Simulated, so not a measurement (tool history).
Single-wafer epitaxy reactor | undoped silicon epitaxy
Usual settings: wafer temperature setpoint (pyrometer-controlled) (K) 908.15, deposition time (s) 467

run    hour  wafer temperature setpoint (pyrometer-controlled) (K)  deposition time (s)  read-back reference wafer on the same gauge, thickness_nm  mean film thickness on the monitor wafer (Å)
  1     0.0                                                 913.15                  467                                                     58.223                                        573.41
  2    67.8                                                 914.15                  467                                                     58.380                                        588.70
  3   130.7                                                 908.15                  467                                                     58.310                                        510.54
  4   192.9                                                 908.15                  467                                                     58.303                                        509.71
  5   241.7                                                 908.15                  467                                                     58.343                                        509.20
  6   291.3                                                 908.15                  467                                                     58.247                                        508.13
  7   349.5                                                 908.15                  467                                                     58.270                                        505.53
  8   387.7                                                 908.15                  467                                                     58.178                                        501.98
  9   416.2                                                 908.15                  467                                                     58.330                                        504.43
 10   441.0                                                 908.15                  467                                                     58.263                                        505.48
 11   495.6                                                 908.15                  467                                                     58.274                                        502.98
 12   540.5                                                 908.15                  467                                                     58.337                                        501.59
 13   574.3                                                 908.15                  467                                                     58.338                                        503.34
 14   642.3                                                 908.15                  467                                                     58.282                                        501.20
 15   676.7                                                 908.15                  467                                                     58.284                                        503.87
 16   728.3                                                 908.15                  467                                                     58.342                                        498.44
 17   771.9                                                 908.15                  467                                                     58.271                                        501.66
 18   821.3                                                 897.15                  494                                                     58.295                                        407.01
 19   856.2                                                 897.15                  494                                                     58.210                                        407.58
 20   993.4                                                 897.15                  494                                                     58.294                                        406.81
 21  1050.2                                                 908.15                  467                                                     58.340                                        498.27
     1073.6  -- pyrometer calibrated
 22  1089.8                                                 908.15                  467                                                     58.313                                        523.28
 23  1118.4                                                 914.15                  520                                                     58.341                                        667.26
 24  1149.4                                                 908.15                  467                                                     58.300                                        518.80
 25  1206.2                                                 908.15                  387                                                     58.331                                        431.30
 26  1241.6                                                 917.15                  467                                                     58.239                                        636.81
 27  1293.7                                                 898.15                  389                                                     58.350                                        340.89
 28  1350.3                                                 916.15                  521                                                     58.348                                        694.16
 29  1407.6                                                 908.15                  425                                                     58.257                                        470.16
 30  1458.3                                                 893.15                  515                                                     58.334                                        397.24
 31  1484.7                                                 908.15                  387                                                     58.320                                        426.60
 32  1514.3                                                 900.15                  440                                                     58.231                                        401.52
 33  1574.3                                                 908.15                  467                                                     58.322                                        513.86
     1583.5  -- gauge calibrated
 34  1623.4                                                 920.15                  407                                                     58.209                                        587.82
 35  1655.1                                                 894.15                  399                                                     58.246                                        315.61
 36  1717.1                                                 896.15                  467                                                     58.269                                        383.18
 37  1753.9                                                 893.15                  515                                                     58.199                                        394.49
 38  1781.9                                                 908.15                  515                                                     58.299                                        565.96
 39  1848.1                                                 896.15                  431                                                     58.322                                        356.07
 40  1935.3                                                 915.15                  389                                                     58.293                                        498.02
 41  1975.4                                                 908.15                  467                                                     58.249                                        509.67
 42  2022.7                                                 916.15                  467                                                     58.359                                        607.74
 43  2087.2                                                 918.15                  381                                                     58.289                                        517.64
 44  2136.8                                                 904.15                  419                                                     58.282                                        412.89

Some steps in mean film thickness on the monitor wafer (Å) between neighbouring runs. How much of each would the tool show without its hidden state too (settings, what came in, random variation), and how much is left for the hidden state, with any gauge scatter that isn't in both results?
The hidden state here: wafer temperature above the value expected at the setpoint (K); gauge reads high (%).
Run 20 -> 21: wafer temperature setpoint (pyrometer-controlled) (K) 897.15 -> 908.15, deposition time (s) 494 -> 467. mean film thickness on the monitor wafer (Å) +91.46: hidden state -4.45, all else +95.91.
Run 21 -> 22: pyrometer calibrated. mean film thickness on the monitor wafer (Å) +25.01: hidden state +24.35, all else +0.66.
Run 26 -> 27: wafer temperature setpoint (pyrometer-controlled) (K) 917.15 -> 898.15, deposition time (s) 467 -> 389. mean film thickness on the monitor wafer (Å) -295.92: hidden state -0.02, all else -295.90.
Run 27 -> 28: wafer temperature setpoint (pyrometer-controlled) (K) 898.15 -> 916.15, deposition time (s) 389 -> 521. mean film thickness on the monitor wafer (Å) +353.27: hidden state -2.22, all else +355.49.
Run 34 -> 35: wafer temperature setpoint (pyrometer-controlled) (K) 920.15 -> 894.15, deposition time (s) 407 -> 399. mean film thickness on the monitor wafer (Å) -272.21: hidden state +2.87, all else -275.08.
Run 39 -> 40: wafer temperature setpoint (pyrometer-controlled) (K) 896.15 -> 915.15, deposition time (s) 431 -> 389. mean film thickness on the monitor wafer (Å) +141.95: hidden state -3.67, all else +145.62.
